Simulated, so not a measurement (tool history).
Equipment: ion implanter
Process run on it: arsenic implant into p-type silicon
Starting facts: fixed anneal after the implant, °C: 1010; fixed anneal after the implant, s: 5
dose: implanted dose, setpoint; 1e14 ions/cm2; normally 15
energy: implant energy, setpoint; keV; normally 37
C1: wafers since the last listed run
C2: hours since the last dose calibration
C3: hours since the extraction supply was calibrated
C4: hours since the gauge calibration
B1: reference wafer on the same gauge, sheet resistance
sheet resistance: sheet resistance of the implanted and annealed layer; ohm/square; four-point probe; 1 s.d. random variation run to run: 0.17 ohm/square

Run 1, hour 0: usual settings but energy 31 keV; C1 0; C2 515.2; C3 5890.2; C4 186.8; B1 108.1. Result: sheet resistance 104.18 ohm/square.
Run 2, hour 13: usual settings but energy 31 keV; C1 228; C2 528.2; C3 5903.2; C4 199.8; B1 108.08. Result: sheet resistance 104.38 ohm/square.
Run 3, hour 22.8: usual settings; C1 172; C2 538; C3 5913; C4 209.6; B1 108.06. Result: sheet resistance 96.98 ohm/square.
Run 4, hour 39.7: usual settings; C1 296; C2 554.9; C3 5929.9; C4 226.5; B1 108.12. Result: sheet resistance 96.99 ohm/square.
Run 5, hour 47.7: usual settings but dose 17.75 1e14 ions/cm2, energy 44 keV; C1 140; C2 562.9; C3 5937.9; C4 234.5; B1 108.13. Result: sheet resistance 85.62 ohm/square.
Run 6, hour 63.4: usual settings but dose 17.75 1e14 ions/cm2, energy 44 keV; C1 275; C2 578.6; C3 5953.6; C4 250.2; B1 108.05. Result: sheet resistance 85.44 ohm/square.
Run 7, hour 70.3: usual settings but dose 16.37 1e14 ions/cm2, energy 30.5 keV; C1 121; C2 585.5; C3 5960.5; C4 257.1; B1 108.09. Result: sheet resistance 102.62 ohm/square.
Run 8, hour 86.4: usual settings; C1 282; C2 601.6; C3 5976.6; C4 273.2; B1 108.09. Result: sheet resistance 96.88 ohm/square.
Run 9, hour 94.6: usual settings; C1 144; C2 609.8; C3 5984.8; C4 281.4; B1 108.05. Result: sheet resistance 96.74 ohm/square.
Run 10, hour 104.3: usual settings; C1 170; C2 619.5; C3 5994.5; C4 291.1; B1 108.07. Result: sheet resistance 96.62 ohm/square.
Run 11, hour 120.2: usual settings; C1 279; C2 635.4; C3 6010.4; C4 307; B1 108.06. Result: sheet resistance 96.73 ohm/square.
Run 12, hour 126.2: usual settings; C1 105; C2 641.4; C3 6016.4; C4 313; B1 108.05. Result: sheet resistance 96.74 ohm/square.
Run 13, hour 133.3: usual settings; C1 124; C2 648.5; C3 6023.5; C4 320.1; B1 108.09. Result: sheet resistance 97.03 ohm/square.
Run 14, hour 142.5: usual settings; C1 161; C2 657.7; C3 6032.7; C4 329.3; B1 108.15. Result: sheet resistance 96.79 ohm/square.
Run 15, hour 158.9: usual settings; C1 288; C2 674.1; C3 6049.1; C4 345.7; B1 108.07. Result: sheet resistance 97.06 ohm/square.
Run 16, hour 169.2: usual settings but dose 18.33 1e14 ions/cm2; C1 180; C2 684.4; C3 6059.4; C4 356; B1 108.13. Result: sheet resistance 91.09 ohm/square.
Run 17, hour 179.1: usual settings but dose 13.71 1e14 ions/cm2, energy 42 keV; C1 173; C2 694.3; C3 6069.3; C4 365.9; B1 108.08. Result: sheet resistance 95.73 ohm/square.
At hour 194: gauge calibrated.
At hour 201.2: extraction supply calibrated.
Run 18, hour 201.7: usual settings but dose 17.26 1e14 ions/cm2, energy 48 keV; C1 256; C2 716.9; C3 0.5; C4 7.7; B1 108.09. Result: sheet resistance 83.35 ohm/square.
Run 19, hour 210: usual settings; C1 145; C2 725.2; C3 8.8; C4 16; B1 108.06. Result: sheet resistance 96.31 ohm/square.
At hour 224.6: Faraday cup replaced and dose calibrated.
Run 20, hour 225.1: usual settings but energy 47 keV; C1 124; C2 0.5; C3 23.9; C4 31.1; B1 108.12. Result: sheet resistance 90.38 ohm/square.
Run 21, hour 240.8: usual settings; C1 275; C2 16.2; C3 39.6; C4 46.8; B1 108.09. Result: sheet resistance 98.21 ohm/square.
Run 22, hour 255.1: usual settings; C1 251; C2 30.5; C3 53.9; C4 61.1; B1 108.08. Result: sheet resistance 97.97 ohm/square.
Run 23, hour 262.1: usual settings but dose 10.75 1e14 ions/cm2, energy 32.5 keV; C1 123; C2 37.5; C3 60.9; C4 68.1; B1 108.14. Result: sheet resistance 118.69 ohm/square.
Run 24, hour 279.2: usual settings but dose 16.97 1e14 ions/cm2, energy 33 keV; C1 300; C2 54.6; C3 78; C4 85.2; B1 108.06. Result: sheet resistance 98.54 ohm/square.
Run 25, hour 286.7: usual settings but dose 13.27 1e14 ions/cm2, energy 47.5 keV; C1 131; C2 62.1; C3 85.5; C4 92.7; B1 108.07. Result: sheet resistance 94.78 ohm/square.
Run 26, hour 293.3: usual settings; C1 115; C2 68.7; C3 92.1; C4 99.3; B1 108.13. Result: sheet resistance 97.52 ohm/square.
Run 27, hour 327: usual settings but dose 18.19 1e14 ions/cm2, energy 31 keV; C1 592; C2 102.4; C3 125.8; C4 133; B1 108.16. Result: sheet resistance 99.64 ohm/square.
Run 28, hour 333.6: usual settings but dose 12.84 1e14 ions/cm2, energy 40.5 keV; C1 115; C2 109; C3 132.4; C4 139.6; B1 108.12. Result: sheet resistance 100.59 ohm/square.
Run 29, hour 348.5: usual settings; C1 261; C2 123.9; C3 147.3; C4 154.5; B1 108.09. Result: sheet resistance 97.17 ohm/square.
Run 30, hour 379.3: usual settings but dose 16.58 1e14 ions/cm2; C1 541; C2 154.7; C3 178.1; C4 185.3; B1 108.04. Result: sheet resistance 93.78 ohm/square.

5 options for the next run, each taken on its own from the tool as it stands now. Forecast them:
Run A, hour 379.7: usual settings but energy 43.5 keV; C1 7; C2 155.1; C3 178.5; C4 185.7; B1 ?. Result: sheet resistance ?.
Run B, hour 379.7: usual settings but dose 11.85 1e14 ions/cm2, energy 43 keV; C1 7; C2 155.1; C3 178.5; C4 185.7; B1 ?. Result: sheet resistance ?.
Run C, hour 379.7: usual settings but dose 18.89 1e14 ions/cm2, energy 28 keV; C1 7; C2 155.1; C3 178.5; C4 185.7; B1 ?. Result: sheet resistance ?.
Run D, hour 379.7: usual settings but dose 18.07 1e14 ions/cm2, energy 28 keV; C1 7; C2 155.1; C3 178.5; C4 185.7; B1 ?. Result: sheet resistance ?.
Run E, hour 379.7: usual settings but dose 18.91 1e14 ions/cm2, energy 49.5 keV; C1 7; C2 155.1; C3 178.5; C4 185.7; B1 ?. Result: sheet resistance ?.

run      B1  sheet resistance
  A  108.14             91.94
  B  108.14            102.85
  C  108.14            104.24
  D  108.14            105.14
  E  108.14             80.68
Without the tool's hidden state the same runs would have given:
run  sheet resistance
  A             92.94
  B            104.32
  C            104.77
  D            105.72
  E             81.41
